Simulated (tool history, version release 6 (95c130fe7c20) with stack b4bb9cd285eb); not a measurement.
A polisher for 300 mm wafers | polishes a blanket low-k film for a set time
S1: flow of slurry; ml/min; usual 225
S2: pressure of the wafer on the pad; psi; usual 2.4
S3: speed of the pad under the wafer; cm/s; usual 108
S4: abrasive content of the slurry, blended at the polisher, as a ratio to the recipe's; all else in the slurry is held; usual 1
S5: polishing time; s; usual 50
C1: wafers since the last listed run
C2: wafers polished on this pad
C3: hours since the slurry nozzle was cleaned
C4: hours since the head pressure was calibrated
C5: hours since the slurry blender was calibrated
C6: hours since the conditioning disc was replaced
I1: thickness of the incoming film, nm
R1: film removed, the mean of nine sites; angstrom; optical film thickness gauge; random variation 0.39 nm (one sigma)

run	hour	S1	S2	S3	S4	S5	C1	C2	C3	C4	C5	C6	I1	R1
1	0	245	2.4	108	1	50	0	1916	663.4	953.8	73.8	335.7	375	285
2	48.7	245	2.4	108	1	50	336	2252	712.1	1002.5	122.5	384.4	375.5	292
# hour 84.5: head pressure recalibrated
3	122.7	245	2.4	108	1	50	497	2749	786.1	38.2	196.5	458.4	375.2	281
4	209	280	2.4	108	1	50	596	3346	872.4	124.5	282.8	544.7	368.6	283
5	245.4	225	1.8	108	1	50	251	3597	908.8	160.9	319.2	581.1	365	228
# hour 289.6: slurry nozzle cleaned
6	327.5	175	2.4	108	0.85	50	560	4157	37.9	243	401.3	663.2	373.5	250
# hour 354.8: conditioning disc replaced and pad reconditioned
7	402.2	225	2.4	108	1	50	502	4660	112.6	317.7	476	47.4	369.7	272
# hour 463.8: worn pad replaced by a new one
8	497.1	185	2.4	108	1	64	627	229	207.5	412.6	570.9	142.3	372.3	327
9	535.9	225	2.4	108	1	50	268	497	246.3	451.4	609.7	181.1	367.2	258
10	600.4	225	2.4	108	1	50	445	943	310.8	515.9	674.2	245.6	368.7	249
# hour 620.3: slurry blender recalibrated
11	685.5	225	2.4	108	1	50	574	1517	395.9	601	65.2	330.7	373	275
12	788.4	250	2.7	108	0.9	43	710	2228	498.8	703.9	168.1	433.6	375.3	249
13	967.5	225	2.4	108	1	50	1237	3465	677.9	883	347.2	612.7	363.8	275
# hour 972.8: conditioning disc replaced and pad reconditioned
14	1041.3	225	1.9	136	1.2	37	495	3961	751.7	956.8	421	68.5	373.8	223
15	1094.2	225	2.4	82	1	50	365	4326	804.6	1009.7	473.9	121.4	372.2	212
# hour 1126.1: head pressure recalibrated
16	1183	225	3.1	108	1.25	50	599	4926	893.4	56.9	562.7	210.2	369.3	332
# hour 1211.6: worn pad replaced by a new one
# hour 1259.4: slurry nozzle cleaned
17	1282	295	2.4	72	0.75	35	649	479	22.6	155.9	661.7	309.2	377.5	119
# hour 1347.1: slurry blender recalibrated
18	1379.2	225	1.9	108	0.9	50	657	1137	119.8	253.1	32.1	406.4	376.1	235
19	1429.3	225	2.9	108	0.9	65	346	1483	169.9	303.2	82.2	456.5	370	395
20	1528.3	190	2.4	108	1	50	683	2167	268.9	402.2	181.2	555.5	366.1	274
21	1612.9	225	2.4	108	1	61	584	2751	353.5	486.8	265.8	640.1	365	332
# hour 1699.9: conditioning disc replaced and pad reconditioned
22	1719	225	2.4	108	1	50	719	3470	459.6	592.9	371.9	19.1	369.5	270
23	1789	225	2.4	108	1.15	50	483	3954	529.6	662.9	441.9	89.1	368.9	274
# hour 1822.1: worn pad replaced by a new one
24	1872.6	225	3.1	108	1	62	549	349	613.2	746.5	525.5	172.7	369.5	383
25	1923.6	225	2.4	130	1.2	50	352	701	664.2	797.5	576.5	223.7	369	317
# hour 1939.5: slurry blender recalibrated
26	1977.5	225	2.4	108	1	50	358	1059	718.1	851.4	38	277.6	370.1	279

The tool's hidden state at each run:
removal rate lost through wear of the pad, %: 0 in every run
slurry flow missing at the pad, %: 0 in every run
deviation of the head's pressure from its setpoint, %: 0 in every run
time polished since the conditioner stopped cutting, s: 0 in every run
H1: abrasive missing from the slurry, %
run	H1
1	1.09
2	1.81
3	3.6
4	6.72
5	8.37
6	12.8
7	17.8
8	25.3
9	28.7
10	35
11	2.85
12	4.66
13	11.6
14	15.9
15	19.5
16	26.4
17	35.6
18	5.14
19	5.57
20	7.54
21	10.4
22	15.5
23	19.8
24	25.9
25	30.1
26	0.405

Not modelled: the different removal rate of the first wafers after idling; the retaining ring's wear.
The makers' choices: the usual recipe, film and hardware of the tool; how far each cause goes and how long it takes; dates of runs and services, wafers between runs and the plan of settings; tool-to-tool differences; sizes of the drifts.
